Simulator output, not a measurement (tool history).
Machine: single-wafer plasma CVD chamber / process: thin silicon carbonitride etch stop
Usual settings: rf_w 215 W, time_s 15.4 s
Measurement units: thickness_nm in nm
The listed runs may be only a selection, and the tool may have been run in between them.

| run | hour | rf_w | time_s | wafers since the last listed run | hours since the last thermocouple change | hours since the last RF generator calibration | hours since the showerhead was replaced | hours since the gauge calibration | read-back reference wafer on the same gauge, thickness_nm | thickness_nm |
|---|---|---|---|---|---|---|---|---|---|---|
| 1 | 0 | 235 | 15.4 | 0 | 1034.8 | 938 | 6439 | 93.1 | 9.474 | 9.154 |
| 2 | 7.5 | 215 | 15.4 | 232 | 1042.3 | 945.5 | 6446.5 | 100.6 | 9.474 | 9.022 |
| 3 | 14.2 | 215 | 15.4 | 207 | 1049 | 952.2 | 6453.2 | 107.3 | 9.483 | 9.05 |
|  | 24.3 | gauge calibrated |
| 4 | 44.7 | 235 | 13.4 | 944 | 1079.5 | 982.7 | 6483.7 | 20.4 | 9.478 | 7.967 |
| 5 | 59.5 | 215 | 15.4 | 458 | 1094.3 | 997.5 | 6498.5 | 35.2 | 9.479 | 8.993 |
| 6 | 68.2 | 215 | 15.4 | 269 | 1103 | 1006.2 | 6507.2 | 43.9 | 9.478 | 9.022 |
| 7 | 77.6 | 215 | 15.4 | 291 | 1112.4 | 1015.6 | 6516.6 | 53.3 | 9.478 | 9.012 |
| 8 | 83.9 | 215 | 15.4 | 195 | 1118.7 | 1021.9 | 6522.9 | 59.6 | 9.486 | 9.033 |
| 9 | 98.8 | 215 | 15.4 | 461 | 1133.6 | 1036.8 | 6537.8 | 74.5 | 9.484 | 9.021 |
|  | 112.9 | RF generator calibrated |
| 10 | 113.4 | 240 | 14.1 | 204 | 1148.2 | 0.5 | 6552.4 | 89.1 | 9.481 | 8.395 |
|  | 123.9 | thermocouple changed; heater temperature recalibrated |
| 11 | 128.6 | 245 | 17.7 | 223 | 4.7 | 15.7 | 6567.6 | 104.3 | 9.478 | 10.599 |
| 12 | 135.9 | 200 | 18.5 | 226 | 12 | 23 | 6574.9 | 111.6 | 9.479 | 10.706 |
|  | 143.4 | gauge calibrated |
|  | 152.4 | showerhead replaced |
| 13 | 152.9 | 215 | 15.4 | 278 | 29 | 40 | 0.5 | 9.5 | 9.477 | 9.016 |
| 14 | 156.3 | 185 | 13.1 | 105 | 32.4 | 43.4 | 3.9 | 12.9 | 9.476 | 7.518 |
| 15 | 165.6 | 200 | 17.3 | 288 | 41.7 | 52.7 | 13.2 | 22.2 | 9.485 | 9.992 |
| 16 | 180.1 | 195 | 12.8 | 449 | 56.2 | 67.2 | 27.7 | 36.7 | 9.475 | 7.38 |
| 17 | 192.5 | 240 | 16.9 | 384 | 68.6 | 79.6 | 40.1 | 49.1 | 9.479 | 10.068 |

Forecast each of these 3 alternatives for the next run:
| A | 192.9 | 215 | 15.4 | 12 | 69 | 80 | 40.5 | 49.5 | ? | ? |
| B | 192.9 | 245 | 13.9 | 12 | 69 | 80 | 40.5 | 49.5 | ? | ? |
| C | 192.9 | 225 | 13.4 | 12 | 69 | 80 | 40.5 | 49.5 | ? | ? |

| run | read-back reference wafer on the same gauge, thickness_nm | thickness_nm |
|---|---|---|
| A | 9.478 | 9.012 |
| B | 9.478 | 8.307 |
| C | 9.478 | 7.898 |
Without the tool's hidden state the same runs would have given:
| run | thickness_nm |
|---|---|
| A | 9.012 |
| B | 8.307 |
| C | 7.898 |

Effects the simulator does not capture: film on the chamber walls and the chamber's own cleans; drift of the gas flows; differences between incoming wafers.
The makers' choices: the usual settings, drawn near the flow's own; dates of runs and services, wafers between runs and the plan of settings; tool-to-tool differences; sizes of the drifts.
